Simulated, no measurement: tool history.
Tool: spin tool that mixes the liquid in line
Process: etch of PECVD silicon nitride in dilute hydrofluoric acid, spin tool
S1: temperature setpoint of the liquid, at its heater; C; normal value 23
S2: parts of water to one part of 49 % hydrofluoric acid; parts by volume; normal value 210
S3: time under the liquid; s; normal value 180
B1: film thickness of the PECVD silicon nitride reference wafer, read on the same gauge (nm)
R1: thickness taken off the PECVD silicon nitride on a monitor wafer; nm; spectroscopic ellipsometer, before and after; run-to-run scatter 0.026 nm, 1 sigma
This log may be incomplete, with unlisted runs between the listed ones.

run 1 hour=0 | S1=26 S2=210 S3=180 | B1=101.171 | R1=4.936
run 2 hour=43.3 | S1=26 S2=210 S3=180 | B1=101.368 | R1=4.994
run 3 hour=69 | S1=26 S2=210 S3=180 | B1=101.518 | R1=4.891
run 4 hour=93.3 | S1=23 S2=155 S3=180 | B1=101.554 | R1=5.544
run 5 hour=128.8 | S1=23 S2=155 S3=180 | B1=101.684 | R1=5.511
-- hour=167 hydrofluoric acid flow meter replaced
run 6 hour=191.8 | S1=23 S2=155 S3=180 | B1=101.934 | R1=5.581
run 7 hour=220.9 | S1=23 S2=210 S3=180 | B1=102.063 | R1=4.089
run 8 hour=285.2 | S1=23 S2=210 S3=180 | B1=102.307 | R1=4.143
run 9 hour=317.9 | S1=23 S2=210 S3=120 | B1=102.413 | R1=2.727
run 10 hour=347.8 | S1=23 S2=210 S3=180 | B1=102.538 | R1=4.084
-- hour=405.3 gauge calibrated
run 11 hour=416 | S1=23 S2=210 S3=180 | B1=100.105 | R1=4.043
-- hour=425 thermometer replaced
run 12 hour=458.2 | S1=23 S2=210 S3=85 | B1=100.304 | R1=1.92
run 13 hour=518.1 | S1=23 S2=145 S3=180 | B1=100.478 | R1=5.907
-- hour=569.9 hydrofluoric acid flow meter replaced
run 14 hour=579.1 | S1=19.5 S2=285 S3=255 | B1=100.752 | R1=3.402
run 15 hour=623.5 | S1=20 S2=175 S3=115 | B1=100.906 | R1=2.578
run 16 hour=765 | S1=21.5 S2=250 S3=105 | B1=101.503 | R1=1.82

3 options for the next run, each taken on its own from the tool as it stands now. Forecast them:
run A hour=765.5 | S1=23 S2=130 S3=180 | B1=? | R1=?
run B hour=765.5 | S1=25 S2=120 S3=150 | B1=? | R1=?
run C hour=765.5 | S1=18.5 S2=310 S3=250 | B1=? | R1=?

run=A B1=101.475 R1=6.588
run=B B1=101.475 R1=6.769
run=C B1=101.475 R1=2.929
Stripped of hidden state, with their random variation kept, the same runs would have yielded:
run=A R1=6.492
run=B R1=6.671
run=C R1=2.887
